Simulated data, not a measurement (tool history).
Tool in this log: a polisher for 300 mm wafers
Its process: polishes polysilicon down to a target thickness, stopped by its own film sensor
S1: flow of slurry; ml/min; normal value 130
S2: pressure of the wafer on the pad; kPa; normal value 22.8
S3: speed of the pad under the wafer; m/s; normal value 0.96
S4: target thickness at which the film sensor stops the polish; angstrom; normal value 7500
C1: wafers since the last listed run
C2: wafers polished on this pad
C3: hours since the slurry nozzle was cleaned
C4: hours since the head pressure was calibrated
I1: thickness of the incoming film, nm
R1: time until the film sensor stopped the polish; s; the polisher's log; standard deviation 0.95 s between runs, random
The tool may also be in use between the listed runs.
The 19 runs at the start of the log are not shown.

run	day	S1	S2	S3	S4	C1	C2	C3	C4	I1	R1
# day 21.412: worn pad replaced by a new one
20	21.879	130	22.8	0.96	7500	245	146	823.2	847.9	1363.6	65.2
# day 22.529: head pressure recalibrated
# day 22.771: slurry nozzle cleaned
21	22.808	170	18.6	0.96	5760	251	398	0.9	6.7	1382.6	90.9
22	23.596	130	15.2	0.96	6130	246	644	19.8	25.6	1381.1	101.8
23	24.417	130	22.8	0.96	7500	257	901	39.5	45.3	1409.2	69.1
24	26.358	105	22.8	1.16	8140	607	1509	86.1	91.9	1387.3	52.2
25	26.925	160	16.5	1.28	9460	177	1687	99.7	105.5	1390.1	41.1
26	29.292	130	17.2	1.2	7500	741	2428	156.5	162.3	1364.2	62.6
27	30.242	130	22.8	0.96	7500	297	2725	179.3	185.1	1395.3	67
# day 30.871: worn pad replaced by a new one
28	31.342	130	22.8	0.96	7500	292	147	205.7	211.5	1396.7	68.3
29	32.088	165	20	0.96	8460	233	380	223.6	229.4	1365.9	55
30	32.717	160	15.2	0.62	6380	197	577	238.7	244.5	1394.2	152.7

Estimate the outcome of run 31 from the log above:
31	33.775	130	22.8	0.96	6350	331	909	264.1	269.9	1386.5	?

For run 31 the tool returned R1 76.7 s.
Were there no unlogged condition in the tool, this run, its random variation unchanged, would have produced R1 76.7 s.
